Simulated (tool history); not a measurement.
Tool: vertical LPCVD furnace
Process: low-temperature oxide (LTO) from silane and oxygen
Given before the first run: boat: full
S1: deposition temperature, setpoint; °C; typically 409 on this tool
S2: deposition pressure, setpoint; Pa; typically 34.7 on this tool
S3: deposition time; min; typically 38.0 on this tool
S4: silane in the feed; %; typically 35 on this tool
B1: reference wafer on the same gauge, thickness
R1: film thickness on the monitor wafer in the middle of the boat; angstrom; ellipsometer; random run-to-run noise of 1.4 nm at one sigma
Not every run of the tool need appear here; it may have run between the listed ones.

run    hour   S1    S2    S3  S4      B1      R1
  1     0.0  409  34.7  38.0  35  359.70  3918.5
  2    95.4  409  34.7  38.0  35  360.10  3920.2
  3   186.8  416  34.7  38.0  40  360.17  4975.5
  4   269.3  416  34.7  38.0  40  360.36  4986.4
  5   321.1  409  34.7  38.0  35  360.03  3895.8
  6   374.7  409  34.7  38.0  35  359.97  3890.5
  7   466.7  409  34.7  38.0  35  360.02  3887.6
  8   505.2  409  30.0  38.0  35  359.65  3394.3
      551.7  -- silane flow controller replaced
      599.1  -- pressure gauge zeroed
  9   789.5  405  34.7  46.5  35  359.91  4412.0
 10   853.3  405  34.7  46.5  35  360.06  4413.5
      919.5  -- silane flow controller replaced, repeated, since the last time left the tool worse
      928.6  -- thermocouples replaced and temperature profile calibrated
 11   929.1  409  30.0  43.0  38  360.11  4406.3
 12  1002.7  409  37.3  48.5  37  359.85  5972.6
     1009.0  -- gauge calibrated
 13  1064.0  409  37.3  38.0  35  359.90  4350.8
 14  1107.4  409  34.7  50.5  38  360.01  5965.0
 15  1190.5  417  34.7  38.0  35  360.34  4384.2
 16  1258.1  418  39.3  47.5  39  359.84  7204.5
 17  1301.9  409  34.7  38.0  35  360.07  4035.6
 18  1376.0  409  28.7  51.5  35  359.91  4498.2
 19  1464.2  409  37.3  38.0  35  359.82  4354.3
 20  1527.9  402  39.3  24.5  40  359.84  3228.8
 21  1587.2  409  34.7  38.0  35  360.07  4046.8

Forecast each of these 3 alternatives for the next run:
  A  1591.7  409  34.7  38.0  40   ?   ?
  B  1591.7  421  34.7  46.5  35   ?   ?
  C  1591.7  409  34.7  24.0  29   ?   ?

run      B1      R1
  A  359.60  4738.0
  B  359.60  5594.6
  C  359.60  1951.8
Without the tool's hidden state the same runs would have given:
run      R1
  A  4745.1
  B  5604.6
  C  1956.2

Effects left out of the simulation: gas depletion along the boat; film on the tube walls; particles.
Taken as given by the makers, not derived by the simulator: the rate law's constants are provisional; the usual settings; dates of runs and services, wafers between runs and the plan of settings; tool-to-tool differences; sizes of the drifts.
